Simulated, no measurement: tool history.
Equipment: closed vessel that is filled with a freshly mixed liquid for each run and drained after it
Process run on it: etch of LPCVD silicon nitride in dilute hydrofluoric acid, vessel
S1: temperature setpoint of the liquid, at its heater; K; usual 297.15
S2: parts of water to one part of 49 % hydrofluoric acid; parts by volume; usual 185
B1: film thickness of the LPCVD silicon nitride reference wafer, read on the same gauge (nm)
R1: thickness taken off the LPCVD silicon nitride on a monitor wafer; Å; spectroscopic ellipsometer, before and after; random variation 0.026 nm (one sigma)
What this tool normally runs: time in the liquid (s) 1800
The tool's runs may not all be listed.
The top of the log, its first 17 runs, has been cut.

Run 18, day 31.500: usual settings but S1 301.65 K, S2 100 parts by volume; B1 49.978. Result: R1 101.01 Å.
At day 31.588: thermometer replaced.
Run 19, day 34.188: usual settings; B1 50.020. Result: R1 46.60 Å.
Run 20, day 37.104: usual settings but S1 301.65 K, S2 105 parts by volume; B1 50.023. Result: R1 109.35 Å.
Run 21, day 39.025: usual settings; B1 50.012. Result: R1 46.55 Å.
At day 39.783: gauge calibrated.
Run 22, day 41.583: usual settings but S1 294.65 K, S2 240 parts by volume, time in the liquid (s) 2215; B1 49.983. Result: R1 37.51 Å.
Run 23, day 43.700: usual settings but time in the liquid (s) 1170; B1 49.982. Result: R1 29.80 Å.
At day 44.738: hydrofluoric acid flow meter replaced.
Run 24, day 45.133: usual settings but time in the liquid (s) 950; B1 49.996. Result: R1 24.05 Å.
Run 25, day 47.821: usual settings but S1 300.65 K, S2 255 parts by volume, time in the liquid (s) 950; B1 49.989. Result: R1 22.08 Å.
Run 26, day 50.788: usual settings but S1 299.65 K, S2 270 parts by volume, time in the liquid (s) 2155; B1 50.030. Result: R1 43.80 Å.
Run 27, day 52.300: usual settings; B1 49.994. Result: R1 46.07 Å.
Run 28, day 55.096: usual settings; B1 49.982. Result: R1 45.49 Å.
Run 29, day 57.792: usual settings but S1 292.65 K, S2 155 parts by volume; B1 49.982. Result: R1 39.93 Å.
Run 30, day 60.721: usual settings but S1 295.15 K, S2 255 parts by volume, time in the liquid (s) 830; B1 49.998. Result: R1 13.44 Å.
Run 31, day 62.888: usual settings; B1 49.993. Result: R1 45.28 Å.

4 ways to go on from here, each from the tool as it stands after run 31. What would each give?
Run A, day 62.938: usual settings; B1 ?. Result: R1 ?.
Run B, day 62.938: usual settings but S1 295.65 K, time in the liquid (s) 770; B1 ?. Result: R1 ?.
Run C, day 62.938: usual settings but time in the liquid (s) 1220; B1 ?. Result: R1 ?.
Run D, day 62.938: usual settings but S1 301.65 K, S2 120 parts by volume, time in the liquid (s) 2805; B1 ?. Result: R1 ?.

run      B1      R1
  A  49.975   45.06
  B  49.975   17.50
  C  49.975   30.54
  D  49.975  143.86
Take away the tool's hidden state, keep each run's random variation, and the runs would have read:
run      R1
  A   47.42
  B   18.43
  C   32.14
  D  151.31
